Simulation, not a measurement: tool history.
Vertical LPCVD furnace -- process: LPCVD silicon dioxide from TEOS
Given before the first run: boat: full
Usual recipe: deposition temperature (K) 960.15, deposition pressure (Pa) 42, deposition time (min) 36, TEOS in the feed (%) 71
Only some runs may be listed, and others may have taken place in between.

run   hour  deposition temperature (K)  deposition pressure (Pa)  deposition time (min)  TEOS in the feed (%)  wafers since the last listed run  hours since the last temperature calibration  hours since the pressure gauge was zeroed  hours since the TEOS flow controller was replaced  hours since the gauge calibration  read-back reference wafer on the same gauge, thickness  film thickness on the monitor wafer in the middle of the boat (nm)
  1      0                      964.15                        42                     36                    71                                 0                                        2893.2                                     4422.8                                             4810.7                              114.9                                                  215.73                                                              252.86
  2   34.1                      964.15                        42                     36                    71                               350                                        2927.3                                     4456.9                                             4844.8                                149                                                  215.86                                                              255.14
  3   61.1                      964.15                        42                     36                    71                               277                                        2954.3                                     4483.9                                             4871.8                                176                                                  215.86                                                              251.39
  4   85.1                      960.15                        42                     36                    81                               246                                        2978.3                                     4507.9                                             4895.8                                200                                                  215.86                                                              246.31
  5  117.3                      960.15                        42                     36                    81                               330                                        3010.5                                     4540.1                                               4928                              232.2                                                  216.12                                                              245.24
  6  146.3                      960.15                        42                     36                    67                               297                                        3039.5                                     4569.1                                               4957                              261.2                                                  216.13                                                              226.63
  7  182.1                      960.15                        42                     36                    67                               367                                        3075.3                                     4604.9                                             4992.8                                297                                                  216.37                                                              226.53
  8    211                      960.15                        42                     36                    67                               296                                        3104.2                                     4633.8                                             5021.7                              325.9                                                  216.18                                                              224.45
  9  262.5                      960.15                        42                     36                    71                               528                                        3155.7                                     4685.3                                             5073.2                              377.4                                                  216.05                                                              232.19
       312  -- TEOS flow controller replaced
     322.6  -- thermocouples replaced and temperature profile calibrated
 10  332.1                      960.15                        42                     36                    71                               358                                           9.5                                     4754.9                                               20.1                                447                                                  216.09                                                              216.25
     378.6  -- pressure gauge zeroed
 11  379.1                      960.15                        42                     36                    71                               236                                          56.5                                        0.5                                               67.1                                494                                                  216.25                                                              213.83
 12  396.7                      960.15                      46.7                     36                    71                               180                                          74.1                                       18.1                                               84.7                              511.6                                                  216.07                                                              229.43
 13  432.2                      960.15                      46.7                     36                    71                               364                                         109.6                                       53.6                                              120.2                              547.1                                                     216                                                              228.32
 14  475.2                      960.15                        42                     36                    71                               441                                         152.6                                       96.6                                              163.2                              590.1                                                  215.85                                                              215.67
 15  502.8                      960.15                        42                     36                    71                               283                                         180.2                                      124.2                                              190.8                              617.7                                                  216.02                                                              217.62
     520.7  -- gauge calibrated
 16  522.1                      960.15                      44.7                   43.5                    71                               198                                         199.5                                      143.5                                              210.1                                1.4                                                   215.7                                                              269.85
 17    540                      953.15                        42                     36                    77                               183                                         217.4                                      161.4                                                228                               19.3                                                   216.3                                                              190.95
 18  575.2                      968.15                      47.3                     36                    71                               361                                         252.6                                      196.6                                              263.2                               54.5                                                  216.05                                                              277.28
 19    668                      955.15                        42                     36                    71                               952                                         345.4                                      289.4                                                356                              147.3                                                  216.22                                                              191.28
 20  700.6                      960.15                        42                     36                    76                               334                                           378                                        322                                              388.6                              179.9                                                  216.11                                                              223.99
 21  734.5                      960.15                      32.7                     47                    83                               348                                         411.9                                      355.9                                              422.5                              213.8                                                  215.85                                                              269.87
 22  761.1                      969.15                      36.7                   21.5                    71                               273                                         438.5                                      382.5                                              449.1                              240.4                                                  216.04                                                              148.58
 23  781.4                      960.15                        42                     47                    61                               208                                         458.8                                      402.8                                              469.4                              260.7                                                  216.19                                                              260.78
 24  800.3                      960.15                        42                     36                    71                               194                                         477.7                                      421.7                                              488.3                              279.6                                                  215.58                                                               218.4
 25  826.6                      969.15                        42                     36                    85                               269                                           504                                        448                                              514.6                              305.9                                                  215.76                                                               293.4
 26    850                      960.15                        50                     36                    71                               240                                         527.4                                      471.4                                                538                              329.3                                                  215.91                                                              238.88
 27  864.6                      972.15                        42                     49                    59                               149                                           542                                        486                                              552.6                              343.9                                                  215.83                                                              354.34

Below, some changes in film thickness on the monitor wafer in the middle of the boat (nm) between adjacent runs. For each, the amount present without the hidden state too (settings, incoming material, random variation) and the amount remaining for the hidden state with gauge scatter not shared by both compared results:
What the log doesn't record here: true tube temperature minus thermocouple reading, K; true pressure minus gauge reading, mTorr; deviation of the TEOS flow from its setpoint, %; gauge reads high (%).
Run 9 -> 10: TEOS flow controller replaced, thermocouples replaced and temperature profile calibrated. film thickness on the monitor wafer in the middle of the boat (nm) -15.94: hidden state -16.94, all else +1.
Run 21 -> 22: deposition temperature (K) 960.15 -> 969.15, deposition pressure (Pa) 32.7 -> 36.7, deposition time (min) 47 -> 21.5, TEOS in the feed (%) 83 -> 71. film thickness on the monitor wafer in the middle of the boat (nm) -121.29: hidden state -2.02, all else -119.27.
Run 26 -> 27: deposition temperature (K) 960.15 -> 972.15, deposition pressure (Pa) 50 -> 42, deposition time (min) 36 -> 49, TEOS in the feed (%) 71 -> 59. film thickness on the monitor wafer in the middle of the boat (nm) +115.46: hidden state +1.92, all else +113.54.

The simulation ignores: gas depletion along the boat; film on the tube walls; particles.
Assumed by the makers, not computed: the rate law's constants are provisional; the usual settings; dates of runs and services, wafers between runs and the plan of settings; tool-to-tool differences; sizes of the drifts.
